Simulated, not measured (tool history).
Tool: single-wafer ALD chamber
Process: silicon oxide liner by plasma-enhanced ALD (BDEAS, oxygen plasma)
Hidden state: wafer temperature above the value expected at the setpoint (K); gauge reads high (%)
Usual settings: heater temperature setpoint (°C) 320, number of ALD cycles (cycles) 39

run,hour,heater temperature setpoint (°C),number of ALD cycles (cycles),wafers since the last listed run,hours since the last thermocouple change,hours since the gauge calibration,"read-back reference wafer on the same gauge, thickness_nm",mean film thickness on the monitor wafer (angstrom)
1,0,320,39,0,941.6,78.4,3.502,36.75
2,19.2,320,39,213,960.8,97.6,3.498,36.58
3,31.8,320,39,140,973.4,110.2,3.496,36.65
4,67,312,39,391,1008.6,145.4,3.494,37.06
5,91.7,320,39,274,1033.3,170.1,3.488,36.63
6,112.1,320,39,226,1053.7,190.5,3.488,36.68
7,125.7,320,39,151,1067.3,204.1,3.487,36.52
8,141.6,320,39,176,1083.2,220,3.489,36.65
9,201.2,320,39,662,1142.8,279.6,3.484,36.44
# hour 215.2: gauge calibrated
10,223.1,320,39,243,1164.7,7.9,3.526,37.01
11,244.3,320,39,235,1185.9,29.1,3.517,36.9
12,268.3,325,41,266,1209.9,53.1,3.51,38.42
13,298.7,327,35,338,1240.3,83.5,3.503,32.73
14,322.4,320,39,263,1264,107.2,3.5,36.71
15,353.1,320,39,341,1294.7,137.9,3.498,36.81
16,367,312,37,154,1308.6,151.8,3.493,34.99
17,394.9,316,34,310,1336.5,179.7,3.492,32.13
# hour 404.8: thermocouple changed; heater temperature recalibrated
18,413.7,310,42,120,8.9,198.5,3.49,40.03
19,438.1,308,42,271,33.3,222.9,3.489,40
20,457.4,320,39,214,52.6,242.2,3.488,36.47
21,470.5,308,35,145,65.7,255.3,3.489,33.3
22,484,320,39,150,79.2,268.8,3.486,36.58
23,520.1,306,43,401,115.3,304.9,3.487,41.05

5 ways to go on from here, each from the tool as it stands after run 23. What would each give?
A,520.6,320,39,5,115.8,305.4,?,?
B,520.6,320,37,5,115.8,305.4,?,?
C,520.6,333,39,5,115.8,305.4,?,?
D,520.6,308,39,5,115.8,305.4,?,?
E,520.6,315,33,5,115.8,305.4,?,?

run,"read-back reference wafer on the same gauge, thickness_nm",mean film thickness on the monitor wafer (angstrom)
A,3.485,36.65
B,3.485,34.77
C,3.485,36.05
D,3.485,37.21
E,3.485,31.21
Without the tool's hidden state the same runs would have given:
run,mean film thickness on the monitor wafer (angstrom)
A,37.11
B,35.21
C,36.5
D,37.68
E,31.6

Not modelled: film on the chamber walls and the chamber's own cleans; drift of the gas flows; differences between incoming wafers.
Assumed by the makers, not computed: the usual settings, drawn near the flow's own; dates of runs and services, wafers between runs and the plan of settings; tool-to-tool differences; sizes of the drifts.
